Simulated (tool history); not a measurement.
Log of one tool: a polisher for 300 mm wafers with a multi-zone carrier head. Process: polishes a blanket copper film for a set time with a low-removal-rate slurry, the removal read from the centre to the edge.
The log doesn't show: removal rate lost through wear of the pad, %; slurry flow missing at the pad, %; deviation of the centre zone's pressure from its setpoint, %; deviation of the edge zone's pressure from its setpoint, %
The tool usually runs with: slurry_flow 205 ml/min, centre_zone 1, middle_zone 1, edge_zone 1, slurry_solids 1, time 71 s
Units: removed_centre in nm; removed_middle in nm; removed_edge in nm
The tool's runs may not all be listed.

run   hour  slurry_flow  centre_zone  middle_zone  edge_zone  slurry_solids  time  wafers since the last listed run  wafers polished on this pad  hours since the slurry nozzle was cleaned  hours since the centre zone pressure was calibrated  hours since the edge zone pressure was calibrated  hours since the carrier head's membrane was replaced  incoming thickness of the incoming film, nm  removed_centre  removed_middle  removed_edge
  1      0          205            1            1          1              1    55                                 0                          389                                      829.4                                                  313                                             1067.3                                                1424.1                                       1427.5           220.3           229.4           234
  2     22          205            1            1          1              1    55                               163                          553                                      851.4                                                  335                                             1089.3                                                1446.1                                         1411           221.4           229.4         233.2
  3   34.7          205            1            1          1              1    71                                94                          647                                      864.1                                                347.7                                               1102                                                1458.8                                       1427.9           285.2           296.3         295.9
      49.1  -- worn pad replaced by a new one
  4   60.2          205            1            1          1              1    71                               159                           82                                      889.6                                                373.2                                             1127.5                                                1484.3                                       1435.5           288.1           287.5         293.9
  5   88.8          205            1            1       0.95              1    71                               212                          294                                      918.2                                                401.8                                             1156.1                                                1512.9                                         1438           277.1           293.4         284.2
  6  118.7          205            1            1          1              1    71                               222                          517                                      948.1                                                431.7                                               1186                                                1542.8                                       1435.5             278           279.2         288.9
     132.8  -- slurry nozzle cleaned
     137.2  -- centre zone pressure recalibrated
  7  138.3          205            1            1          1            1.2    71                               123                          640                                        5.5                                                  1.1                                             1205.6                                                1562.4                                       1439.4           331.2           328.8         327.6
     145.5  -- carrier head's membrane replaced by a new one, of another model than before
     152.4  -- worn pad replaced by a new one
  8  173.9          205            1            1          1              1    71                               197                          160                                       41.1                                                 36.7                                             1241.2                                                  28.4                                       1431.8           319.7           325.5         318.4
     180.1  -- edge zone pressure recalibrated
  9  197.4          205         1.09            1       1.07              1    56                               159                          319                                       64.6                                                 60.2                                               17.3                                                  51.9                                       1411.2           286.5           252.2         262.2
 10  224.9          155            1            1        1.1              1    71                               204                          524                                       92.1                                                 87.7                                               44.8                                                  79.4                                       1429.9           309.8           309.1           328
 11  237.6          205         1.09            1       1.07              1    56                                94                          618                                      104.8                                                100.4                                               57.5                                                  92.1                                       1415.5           279.7           259.1         261.7
     262.3  -- worn pad replaced by a new one
 12  271.5          260         0.92            1       0.92              1    90                               222                           68                                      138.7                                                134.3                                               91.4                                                   126                                       1447.1           376.1             420         383.3
 13  286.2          165            1         1.11          1            0.8    71                               109                          177                                      153.4                                                  149                                              106.1                                                 140.7                                       1447.2           291.1           309.5         302.2
 14  312.6          205         1.04         1.09          1              1    71                               196                          373                                      179.8                                                175.4                                              132.5                                                 167.1                                       1413.4           331.2           339.2         321.5
 15  329.2          205            1         1.07       0.91              1    71                               123                          497                                      196.4                                                  192                                              149.1                                                 183.7                                       1429.8           319.4             337           296

Selected run-to-run steps in removed_centre, each split into two signed amounts: the part the tool would show with no hidden state at all (from settings, incoming material and random variation), and the remainder, which goes to the hidden state together with any gauge scatter not common to the measured and the hidden-state-free results:
Run 6 -> 7: slurry_solids 1 -> 1.2, slurry nozzle cleaned, centre zone pressure recalibrated. removed_centre +53.2 nm: hidden state +42.2, all else +11.
Run 11 -> 12: slurry_flow 205 -> 260, centre_zone 1.09 -> 0.92, edge_zone 1.07 -> 0.92, time 56 -> 90, worn pad replaced by a new one. removed_centre +96.4 nm: hidden state -1, all else +97.4.
